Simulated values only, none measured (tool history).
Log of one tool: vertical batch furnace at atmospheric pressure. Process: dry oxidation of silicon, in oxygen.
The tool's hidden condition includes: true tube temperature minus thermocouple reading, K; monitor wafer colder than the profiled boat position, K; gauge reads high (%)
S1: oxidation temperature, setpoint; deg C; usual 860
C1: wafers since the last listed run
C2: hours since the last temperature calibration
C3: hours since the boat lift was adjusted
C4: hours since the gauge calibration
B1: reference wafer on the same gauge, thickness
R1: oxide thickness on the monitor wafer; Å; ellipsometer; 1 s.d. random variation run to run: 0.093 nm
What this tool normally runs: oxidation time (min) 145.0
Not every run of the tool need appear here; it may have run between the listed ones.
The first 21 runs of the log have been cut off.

run 22 hour=1155.1 | S1=838 oxidation_time_(min)=99.0 | C1=518 C2=606.1 C3=292.0 C4=129.0 | B1=33.52 | R1=233.7
run 23 hour=1187.0 | S1=860 oxidation_time_(min)=145.0 | C1=321 C2=638.0 C3=323.9 C4=160.9 | B1=33.47 | R1=292.2
run 24 hour=1252.7 | S1=841 oxidation_time_(min)=211.0 | C1=661 C2=703.7 C3=389.6 C4=226.6 | B1=33.51 | R1=297.6
run 25 hour=1297.3 | S1=869 oxidation_time_(min)=90.5 | C1=449 C2=748.3 C3=434.2 C4=271.2 | B1=33.53 | R1=262.7
run 26 hour=1333.4 | S1=860 oxidation_time_(min)=145.0 | C1=363 C2=784.4 C3=470.3 C4=307.3 | B1=33.47 | R1=291.9
run 27 hour=1371.0 | S1=838 oxidation_time_(min)=208.0 | C1=378 C2=822.0 C3=507.9 C4=344.9 | B1=33.49 | R1=289.9
run 28 hour=1431.6 | S1=860 oxidation_time_(min)=91.5 | C1=610 C2=882.6 C3=568.5 C4=405.5 | B1=33.47 | R1=250.7
run 29 hour=1469.3 | S1=869 oxidation_time_(min)=174.5 | C1=379 C2=920.3 C3=606.2 C4=443.2 | B1=33.48 | R1=333.0
run 30 hour=1523.8 | S1=840 oxidation_time_(min)=108.5 | C1=548 C2=974.8 C3=660.7 C4=497.7 | B1=33.50 | R1=239.6
run 31 hour=1583.2 | S1=878 oxidation_time_(min)=210.0 | C1=598 C2=1034.2 C3=720.1 C4=557.1 | B1=33.50 | R1=387.0
run 32 hour=1651.3 | S1=835 oxidation_time_(min)=100.0 | C1=685 C2=1102.3 C3=788.2 C4=625.2 | B1=33.51 | R1=230.2
run 33 hour=1697.3 | S1=849 oxidation_time_(min)=203.5 | C1=463 C2=1148.3 C3=834.2 C4=671.2 | B1=33.49 | R1=309.5
run 34 hour=1754.9 | S1=847 oxidation_time_(min)=163.5 | C1=580 C2=1205.9 C3=891.8 C4=728.8 | B1=33.54 | R1=281.6

Each row is a separate what-if for the run after 34, all from the same tool condition, not one after another. Results?
run A hour=1761.9 | S1=860 oxidation_time_(min)=145.0 | C1=70 C2=1212.9 C3=898.8 C4=735.8 | B1=? | R1=?
run B hour=1761.9 | S1=877 oxidation_time_(min)=104.0 | C1=70 C2=1212.9 C3=898.8 C4=735.8 | B1=? | R1=?
run C hour=1761.9 | S1=876 oxidation_time_(min)=102.5 | C1=70 C2=1212.9 C3=898.8 C4=735.8 | B1=? | R1=?
run D hour=1761.9 | S1=845 oxidation_time_(min)=115.5 | C1=70 C2=1212.9 C3=898.8 C4=735.8 | B1=? | R1=?

run=A B1=33.50 R1=291.2
run=B B1=33.50 R1=285.9
run=C B1=33.50 R1=282.8
run=D B1=33.50 R1=250.0
Had the tool no hidden state, the same runs would have come out as:
run=A R1=294.0
run=B R1=288.4
run=C R1=285.3
run=D R1=251.9
